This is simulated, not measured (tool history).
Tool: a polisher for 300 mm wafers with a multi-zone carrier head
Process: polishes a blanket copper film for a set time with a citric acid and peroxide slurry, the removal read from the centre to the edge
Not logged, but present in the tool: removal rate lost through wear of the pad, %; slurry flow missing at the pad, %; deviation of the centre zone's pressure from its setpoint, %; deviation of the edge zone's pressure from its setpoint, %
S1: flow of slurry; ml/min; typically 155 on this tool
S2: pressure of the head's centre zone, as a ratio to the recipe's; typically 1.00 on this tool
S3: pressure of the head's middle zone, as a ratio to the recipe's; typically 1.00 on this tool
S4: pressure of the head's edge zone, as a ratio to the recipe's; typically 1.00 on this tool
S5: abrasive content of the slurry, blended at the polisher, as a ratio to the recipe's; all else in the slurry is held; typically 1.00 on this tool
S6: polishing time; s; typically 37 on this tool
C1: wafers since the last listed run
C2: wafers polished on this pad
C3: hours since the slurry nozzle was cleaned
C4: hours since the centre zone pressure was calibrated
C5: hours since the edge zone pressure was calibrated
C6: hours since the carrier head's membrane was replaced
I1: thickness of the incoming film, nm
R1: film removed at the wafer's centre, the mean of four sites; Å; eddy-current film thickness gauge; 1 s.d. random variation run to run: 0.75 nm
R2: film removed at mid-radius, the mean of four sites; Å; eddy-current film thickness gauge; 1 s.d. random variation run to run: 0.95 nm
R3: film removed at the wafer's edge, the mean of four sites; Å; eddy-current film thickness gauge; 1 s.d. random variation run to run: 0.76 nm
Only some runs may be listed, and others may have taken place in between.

Run 1, day 0.000: usual settings; C1 0; C2 223; C3 488.4; C4 862.2; C5 469.8; C6 1512.4; I1 1037.5. Result: R1 653 Å, R2 688 Å, R3 652 Å.
Run 2, day 0.662: usual settings but S1 120 ml/min, S6 47 s; C1 128; C2 352; C3 504.3; C4 878.1; C5 485.7; C6 1528.3; I1 1037.2. Result: R1 772 Å, R2 805 Å, R3 806 Å.
Run 3, day 1.342: usual settings but S1 120 ml/min, S6 47 s; C1 131; C2 483; C3 520.6; C4 894.4; C5 502.0; C6 1544.6; I1 1034.0. Result: R1 774 Å, R2 797 Å, R3 802 Å.
Run 4, day 1.883: usual settings; C1 104; C2 588; C3 533.6; C4 907.4; C5 515.0; C6 1557.6; I1 1045.8. Result: R1 653 Å, R2 662 Å, R3 649 Å.
Run 5, day 2.338: usual settings; C1 87; C2 675; C3 544.5; C4 918.3; C5 525.9; C6 1568.5; I1 1028.0. Result: R1 646 Å, R2 661 Å, R3 652 Å.
Run 6, day 2.679: usual settings; C1 66; C2 741; C3 552.7; C4 926.5; C5 534.1; C6 1576.7; I1 1038.7. Result: R1 649 Å, R2 654 Å, R3 642 Å.
Run 7, day 3.396: usual settings; C1 138; C2 880; C3 569.9; C4 943.7; C5 551.3; C6 1593.9; I1 1055.0. Result: R1 640 Å, R2 669 Å, R3 639 Å.
Run 8, day 5.229: usual settings but S4 0.94; C1 354; C2 1234; C3 613.9; C4 987.7; C5 595.3; C6 1637.9; I1 1034.0. Result: R1 628 Å, R2 665 Å, R3 613 Å.
Run 9, day 5.558: usual settings; C1 63; C2 1298; C3 621.8; C4 995.6; C5 603.2; C6 1645.8; I1 1039.6. Result: R1 627 Å, R2 655 Å, R3 660 Å.
Run 10, day 5.950: usual settings but S1 135 ml/min, S2 0.96, S6 32 s; C1 75; C2 1374; C3 631.2; C4 1005.0; C5 612.6; C6 1655.2; I1 1050.4. Result: R1 505 Å, R2 545 Å, R3 556 Å.
At day 6.467: edge zone pressure recalibrated.
At day 6.650: worn pad replaced by a new one.
Run 11, day 6.671: usual settings; C1 91; C2 4; C3 648.5; C4 1022.3; C5 4.9; C6 1672.5; I1 1048.0. Result: R1 629 Å, R2 641 Å, R3 647 Å.
At day 6.962: slurry nozzle cleaned.
At day 7.638: carrier head's membrane replaced by a new one.
At day 7.667: centre zone pressure recalibrated.
Run 12, day 8.546: usual settings but S1 200 ml/min; C1 308; C2 312; C3 38.0; C4 21.1; C5 49.9; C6 21.8; I1 1041.5. Result: R1 739 Å, R2 751 Å, R3 705 Å.
Run 13, day 9.079: usual settings but S4 0.94, S5 1.15, S6 33 s; C1 103; C2 415; C3 50.8; C4 33.9; C5 62.7; C6 34.6; I1 1061.9. Result: R1 653 Å, R2 661 Å, R3 614 Å.
Run 14, day 9.667: usual settings but S4 1.07, S5 1.25; C1 113; C2 529; C3 64.9; C4 48.0; C5 76.8; C6 48.7; I1 1030.7. Result: R1 734 Å, R2 766 Å, R3 752 Å.

How would selected steps in R1 from run to run divide? Give the signed amount a tool lacking its hidden state would still show from settings, what came in and random variation, and the signed amount left for the hidden state, including any gauge scatter that is not in both of the compared results.
Run 10 -> 11: S1 135 -> 155, S2 0.96 -> 1.00, S6 32 -> 37, edge zone pressure recalibrated, worn pad replaced by a new one. R1 +124 Å: hidden state -11, all else +135.
Run 11 -> 12: S1 155 -> 200, slurry nozzle cleaned, carrier head's membrane replaced by a new one, centre zone pressure recalibrated. R1 +110 Å: hidden state +84, all else +26.

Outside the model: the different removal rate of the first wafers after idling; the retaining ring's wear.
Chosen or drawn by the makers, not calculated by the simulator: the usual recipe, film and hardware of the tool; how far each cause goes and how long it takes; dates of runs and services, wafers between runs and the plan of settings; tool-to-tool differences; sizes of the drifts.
